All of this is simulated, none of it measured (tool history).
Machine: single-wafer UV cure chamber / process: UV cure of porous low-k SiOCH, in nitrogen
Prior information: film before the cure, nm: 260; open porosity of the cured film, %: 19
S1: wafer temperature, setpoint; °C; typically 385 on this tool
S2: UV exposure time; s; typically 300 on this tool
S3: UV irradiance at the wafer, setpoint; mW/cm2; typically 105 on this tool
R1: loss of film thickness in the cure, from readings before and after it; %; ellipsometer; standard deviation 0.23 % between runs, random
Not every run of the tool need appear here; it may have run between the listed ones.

run    hour   S1   S2   S3      R1
  1       0  385  300  105   12.95
  2    65.7  385  300  105  12.538
  3   104.3  385  300  105  12.869
  4   153.1  385  300  105  13.228
  5   200.2  385  300  105  12.827
  6   240.1  385  300  105  13.502
  7   270.2  375  300  105  12.858
      316.5  -- quartz window cleaned
  8   318.1  375  300  105  13.146
  9   355.1  385  300  105  13.004
 10   379.4  385  300  105  12.866
 11   421.3  385  235  105  12.309
 12   466.5  385  235  105  11.669
 13   506.9  385  235  105  11.729
 14   578.8  385  300  105  12.761
 15   620.2  385  300  105  12.724
      663.9  -- UV bulbs replaced
 16   669.3  370  210  125  12.107
 17   711.1  385  380  105  13.931
 18   776.3  385  300  105  12.767
 19   834.9  385  300  131  13.804
 20   872.8  402  300  105  13.489
 21   925.9  374  250  105  11.955
 22   952.7  385  300  105  13.027
 23  1014.9  385  300  116   13.84
 24    1080  385  300  105  12.945
     1097.1  -- quartz window cleaned
 25  1138.3  385  300  105  12.754
 26  1193.7  391  430   73  12.621
 27  1236.1  385  300  127  14.104
 28  1283.5  398  160  127  11.361
 29  1319.9  385  300  105  12.776
 30  1383.9  385  470  105  15.032

Consider 3 possible next runs. They are alternatives, not a sequence: every one starts from the tool as it was left by run 30. What does each give?
  A  1384.4  385  300  105   ?
  B  1384.4  385  300   93   ?
  C  1384.4  375  300  135   ?

run      R1
  A    13.2
  B  12.628
  C  14.207
Without the tool's hidden state the same runs would have given:
run      R1
  A    13.2
  B  12.628
  C  14.207
